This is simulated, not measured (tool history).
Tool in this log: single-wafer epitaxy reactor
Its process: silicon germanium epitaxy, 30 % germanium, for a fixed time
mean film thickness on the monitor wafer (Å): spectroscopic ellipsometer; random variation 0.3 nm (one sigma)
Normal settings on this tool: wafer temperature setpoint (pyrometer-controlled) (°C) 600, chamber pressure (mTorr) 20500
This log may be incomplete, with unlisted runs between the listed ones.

run,hour,wafer temperature setpoint (pyrometer-controlled) (°C),chamber pressure (mTorr),"read-back reference wafer on the same gauge, thickness_nm",mean film thickness on the monitor wafer (Å)
1,0,593,20500,61.771,472.73
2,20.2,600,20500,61.829,545.53
3,39.4,600,20500,61.807,550.99
4,99.1,600,20500,61.752,542.56
5,133.5,600,20500,61.796,534.85
6,167.9,606,20500,61.803,605.27
7,201.1,600,20500,61.766,539.47
8,218.9,600,20500,61.735,539.45
9,241.3,600,20500,61.842,533.14
10,255.7,600,17500,61.829,505.46
11,283.2,607,22400,61.806,636.88
12,300.8,591,22100,61.808,452.35
# hour 312.8: pyrometer calibrated
# hour 329.7: showerhead replaced
13,330.2,589,17200,61.765,458.24
# hour 341: gauge calibrated
# hour 342: capacitance manometer re-zeroed and calibrated
14,359.1,612,20500,61.814,795.67
15,371.9,592,24700,61.8,557.5
16,393.9,600,20500,61.759,612.85
17,422.3,589,16400,61.819,454.4
18,453.7,600,20500,61.812,617.01

Below are 3 alternative next runs, each starting from the tool's condition after run 18. Predict each:
A,454.1,600,20500,?,?
B,454.1,592,25500,?,?
C,454.1,607,18800,?,?

run,"read-back reference wafer on the same gauge, thickness_nm",mean film thickness on the monitor wafer (Å)
A,61.833,620.62
B,61.833,567.17
C,61.833,695.41
Take away the tool's hidden state, keep each run's random variation, and the runs would have read:
run,mean film thickness on the monitor wafer (Å)
A,612.13
B,559.25
C,686.07

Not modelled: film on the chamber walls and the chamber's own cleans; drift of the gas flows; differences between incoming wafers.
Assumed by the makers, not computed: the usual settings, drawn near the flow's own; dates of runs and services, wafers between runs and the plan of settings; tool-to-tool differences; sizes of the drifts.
